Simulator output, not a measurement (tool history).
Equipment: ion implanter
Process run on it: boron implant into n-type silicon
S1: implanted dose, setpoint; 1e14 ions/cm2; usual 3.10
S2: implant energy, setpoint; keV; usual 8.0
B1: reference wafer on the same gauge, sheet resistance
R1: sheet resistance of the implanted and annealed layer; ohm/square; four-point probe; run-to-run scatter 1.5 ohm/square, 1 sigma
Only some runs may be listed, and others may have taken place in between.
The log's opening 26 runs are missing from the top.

run,hour,S1,S2,B1,R1
27,1349.1,2.65,6.0,374.69,414.71
28,1380.6,3.10,8.0,375.00,353.16
29,1438.2,3.86,10.5,375.14,284.29
30,1466.5,3.69,7.0,375.16,307.55
31,1501.6,3.10,10.5,374.78,342.25
32,1565.3,3.50,9.5,374.92,311.28
33,1623.1,3.64,9.0,375.16,302.74
34,1667.0,3.40,8.0,374.65,325.01
35,1712.6,2.38,8.0,374.91,440.23
36,1766.0,3.10,10.0,374.84,344.25
# hour 1818.8: Faraday cup replaced and dose calibrated
37,1823.3,3.10,8.0,374.90,354.01

4 ways to go on from here, each from the tool as it stands after run 37. What would each give?
A,1823.7,2.40,8.0,?,?
B,1823.7,3.66,10.0,?,?
C,1823.7,3.37,9.0,?,?
D,1823.7,3.10,9.0,?,?

run,B1,R1
A,375.03,439.54
B,375.03,300.00
C,375.03,325.57
D,375.03,349.39
Stripped of hidden state, with their random variation kept, the same runs would have yielded:
run,R1
A,439.54
B,300.00
C,325.57
D,349.39

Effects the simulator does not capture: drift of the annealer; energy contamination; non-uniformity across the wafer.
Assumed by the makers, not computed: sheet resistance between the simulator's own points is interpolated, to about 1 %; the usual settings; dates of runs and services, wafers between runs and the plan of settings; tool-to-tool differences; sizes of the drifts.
